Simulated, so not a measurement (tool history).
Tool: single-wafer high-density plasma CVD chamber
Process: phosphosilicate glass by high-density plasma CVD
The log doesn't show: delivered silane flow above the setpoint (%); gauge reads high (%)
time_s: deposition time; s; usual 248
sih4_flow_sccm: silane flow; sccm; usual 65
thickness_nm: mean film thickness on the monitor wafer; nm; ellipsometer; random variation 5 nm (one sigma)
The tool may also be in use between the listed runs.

run    hour  time_s  sih4_flow_sccm  wafers since the last listed run  hours since the silane flow controller was replaced  hours since the gauge calibration  read-back reference wafer on the same gauge, thickness_nm  thickness_nm
  1       0     248              60                                 0                                               3674.7                              535.5                                                   1319.135      1363.092
  2    48.3     248              60                               251                                                 3723                              583.8                                                   1320.098       1369.39
  3   141.5     248              65                               485                                               3816.2                                677                                                   1321.945      1441.228
  4     217     260              71                               393                                               3891.7                              752.5                                                   1320.949      1598.111
  5   283.2     260              71                               344                                               3957.9                              818.7                                                   1320.728      1594.715
  6   360.4     248              65                               402                                               4035.1                              895.9                                                   1319.648       1442.44
  7   419.8     248              65                               309                                               4094.5                              955.3                                                   1318.351       1443.18
  8   473.6     215              65                               280                                               4148.3                             1009.1                                                   1319.873      1244.609
  9   573.9     215              65                               522                                               4248.6                             1109.4                                                   1321.729      1243.997
 10   668.9     248              65                               495                                               4343.6                             1204.4                                                   1320.964      1443.304
 11     763     248              65                               490                                               4437.7                             1298.5                                                   1320.611      1439.791
 12   841.3     248              65                               407                                                 4516                             1376.8                                                   1321.805      1431.219
      851.4  -- gauge calibrated
 13   887.1     248              65                               238                                               4561.8                               35.7                                                    1319.95      1435.079
 14   940.6     248              65                               278                                               4615.3                               89.2                                                   1320.373      1429.557
 15  1035.1     248              65                               492                                               4709.8                              183.7                                                   1318.168      1437.137
 16  1137.6     214              76                               534                                               4812.3                              286.2                                                   1321.697       1369.32
     1159.2  -- silane flow controller replaced
 17  1239.7     248              60                               490                                                 80.5                              388.3                                                    1317.89      1476.281
 18  1282.8     210              59                               224                                                123.6                              431.4                                                    1318.56      1227.125
 19  1378.1     248              62                               496                                                218.9                              526.7                                                   1320.396      1503.774
 20  1454.8     204              70                               399                                                295.6                              603.4                                                   1320.715       1334.98
 21  1511.9     248              65                               297                                                352.7                              660.5                                                   1319.736       1547.61
     1526.1  -- silane flow controller replaced, repeated, since the last time left the tool worse
 22  1583.7     248              65                               332                                                 57.6                              732.3                                                   1318.346      1482.054
 23  1624.4     228              73                               212                                                 98.3                                773                                                   1318.823      1466.324
 24  1701.7     272              57                               402                                                175.6                              850.3                                                    1318.76      1499.867
 25  1738.3     276              69                               190                                                212.2                              886.9                                                   1320.211      1713.773
 26  1785.2     266              69                               244                                                259.1                              933.8                                                   1319.394      1658.413
 27  1876.4     248              65                               475                                                350.3                               1025                                                   1320.486      1476.798
 28  1942.7     248              65                               345                                                416.6                             1091.3                                                   1319.707      1478.713
 29  2012.8     287              78                               365                                                486.7                             1161.4                                                   1319.281      1929.361
 30  2051.9     248              65                               203                                                525.8                             1200.5                                                   1319.498      1478.125

Measured less the same run without the tool's hidden state. The same run-to-run variation is in both; the gauge's scatter may not be:
run  thickness_nm
  1       -32.525
  2       -33.098
  3       -35.691
  4       -40.348
  5       -40.938
  6       -37.741
  7       -38.309
  8       -33.468
  9       -34.253
 10       -40.621
 11       -41.394
 12       -41.869
 13       -42.405
 14       -42.736
 15       -43.839
 16       -42.677
 17       +68.665
 18       +56.784
 19       +68.792
 20       +60.503
 21        +69.65
 22        +5.609
 23        +5.189
 24        +4.608
 25        +4.885
 26        +4.257
 27        +2.975
 28        +2.385
 29        +2.292
 30        +1.405

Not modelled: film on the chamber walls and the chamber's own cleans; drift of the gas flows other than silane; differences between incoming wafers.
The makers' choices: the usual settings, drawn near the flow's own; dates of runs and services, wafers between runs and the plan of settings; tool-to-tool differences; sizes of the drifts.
